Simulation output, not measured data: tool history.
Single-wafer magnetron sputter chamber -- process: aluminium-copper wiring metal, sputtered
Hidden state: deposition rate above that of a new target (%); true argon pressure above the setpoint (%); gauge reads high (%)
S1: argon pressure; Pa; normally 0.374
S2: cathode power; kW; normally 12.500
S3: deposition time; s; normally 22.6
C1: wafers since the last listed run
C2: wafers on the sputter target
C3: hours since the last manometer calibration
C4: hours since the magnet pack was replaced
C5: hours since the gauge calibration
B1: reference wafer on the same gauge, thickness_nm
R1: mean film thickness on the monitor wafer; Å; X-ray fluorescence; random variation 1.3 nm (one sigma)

| run | hour | S1 | S2 | S3 | C1 | C2 | C3 | C4 | C5 | B1 | R1 |
|---|---|---|---|---|---|---|---|---|---|---|---|
| 1 | 0.0 | 0.374 | 12.500 | 22.6 | 0 | 2851 | 879.9 | 6780.7 | 1015.3 | 571.940 | 5248.15 |
| 2 | 30.0 | 0.374 | 12.500 | 22.6 | 692 | 3544 | 909.9 | 6810.7 | 1045.3 | 571.165 | 5236.51 |
| 3 | 63.5 | 0.374 | 12.500 | 22.6 | 773 | 4317 | 943.4 | 6844.2 | 1078.8 | 571.070 | 5210.64 |
|  | 131.1 | sputter target and shields replaced |
| 4 | 153.8 | 0.374 | 12.500 | 22.6 | 1899 | 522 | 1033.7 | 6934.5 | 1169.1 | 569.302 | 5204.80 |
| 5 | 184.7 | 0.374 | 12.500 | 22.6 | 713 | 1236 | 1064.6 | 6965.4 | 1200.0 | 568.329 | 5208.63 |
| 6 | 199.3 | 0.374 | 12.500 | 22.6 | 337 | 1573 | 1079.2 | 6980.0 | 1214.6 | 568.078 | 5186.42 |
| 7 | 222.3 | 0.374 | 12.500 | 22.6 | 530 | 2104 | 1102.2 | 7003.0 | 1237.6 | 567.682 | 5190.52 |
| 8 | 235.6 | 0.374 | 12.500 | 22.6 | 307 | 2411 | 1115.5 | 7016.3 | 1250.9 | 567.044 | 5177.73 |
| 9 | 267.7 | 0.374 | 12.500 | 22.6 | 741 | 3152 | 1147.6 | 7048.4 | 1283.0 | 566.785 | 5171.46 |
| 10 | 297.6 | 0.296 | 13.150 | 22.6 | 690 | 3842 | 1177.5 | 7078.3 | 1312.9 | 565.684 | 5727.76 |
| 11 | 324.7 | 0.374 | 10.550 | 19.2 | 625 | 4468 | 1204.6 | 7105.4 | 1340.0 | 564.776 | 3690.33 |
|  | 325.5 | gauge calibrated |
|  | 345.9 | sputter target and shields replaced |
| 12 | 346.4 | 0.374 | 12.500 | 22.6 | 316 | 10 | 1226.3 | 7127.1 | 20.9 | 585.054 | 5325.53 |
| 13 | 375.2 | 0.374 | 12.500 | 22.6 | 664 | 675 | 1255.1 | 7155.9 | 49.7 | 584.885 | 5343.47 |
| 14 | 410.6 | 0.374 | 12.500 | 22.6 | 817 | 1492 | 1290.5 | 7191.3 | 85.1 | 584.643 | 5354.79 |
| 15 | 425.4 | 0.460 | 14.300 | 21.2 | 341 | 1834 | 1305.3 | 7206.1 | 99.9 | 584.537 | 5439.65 |
| 16 | 448.8 | 0.295 | 12.500 | 21.3 | 540 | 2374 | 1328.7 | 7229.5 | 123.3 | 584.955 | 5280.97 |
| 17 | 483.9 | 0.374 | 15.350 | 26.0 | 810 | 3184 | 1363.8 | 7264.6 | 158.4 | 584.493 | 7550.44 |
|  | 510.6 | magnet pack replaced |
| 18 | 511.1 | 0.281 | 10.250 | 22.6 | 443 | 3628 | 1391.0 | 0.5 | 185.6 | 585.157 | 4632.24 |
|  | 537.7 | capacitance manometer re-zeroed and calibrated |
|  | 551.1 | sputter target and shields replaced |
| 19 | 551.6 | 0.460 | 14.300 | 21.2 | 565 | 10 | 13.9 | 41.0 | 226.1 | 584.417 | 5432.59 |
| 20 | 561.5 | 0.472 | 12.500 | 22.6 | 228 | 238 | 23.8 | 50.9 | 236.0 | 585.019 | 5024.39 |
| 21 | 595.2 | 0.374 | 12.500 | 22.6 | 777 | 1016 | 57.5 | 84.6 | 269.7 | 584.305 | 5361.55 |
| 22 | 628.3 | 0.505 | 11.300 | 18.5 | 764 | 1781 | 90.6 | 117.7 | 302.8 | 584.501 | 3647.35 |
| 23 | 641.0 | 0.433 | 13.700 | 22.6 | 293 | 2074 | 103.3 | 130.4 | 315.5 | 583.955 | 5644.45 |
| 24 | 674.8 | 0.500 | 9.600 | 23.9 | 780 | 2854 | 137.1 | 164.2 | 349.3 | 583.869 | 3993.43 |
| 25 | 688.0 | 0.509 | 15.500 | 20.3 | 304 | 3159 | 150.3 | 177.4 | 362.5 | 583.448 | 5488.94 |
|  | 769.6 | sputter target and shields replaced |
| 26 | 779.6 | 0.374 | 12.500 | 22.6 | 1929 | 232 | 241.9 | 269.0 | 454.1 | 583.625 | 5303.07 |
| 27 | 812.3 | 0.468 | 10.700 | 25.1 | 754 | 986 | 274.6 | 301.7 | 486.8 | 582.733 | 4787.22 |
| 28 | 827.9 | 0.488 | 12.500 | 22.6 | 360 | 1347 | 290.2 | 317.3 | 502.4 | 582.561 | 4974.25 |
| 29 | 847.5 | 0.374 | 15.350 | 26.0 | 452 | 1799 | 309.8 | 336.9 | 522.0 | 582.543 | 7546.66 |

Run 30 has not been measured yet. What should we expect?
| 30 | 872.7 | 0.264 | 15.000 | 22.6 | 581 | 2381 | 335.0 | 362.1 | 547.2 | ? | ? |

For run 30 the tool returned B1 582.195, R1 6828.91 Å.
With the hidden condition absent and the run-to-run variation left alone, this run would have shown R1 6825.39 Å.

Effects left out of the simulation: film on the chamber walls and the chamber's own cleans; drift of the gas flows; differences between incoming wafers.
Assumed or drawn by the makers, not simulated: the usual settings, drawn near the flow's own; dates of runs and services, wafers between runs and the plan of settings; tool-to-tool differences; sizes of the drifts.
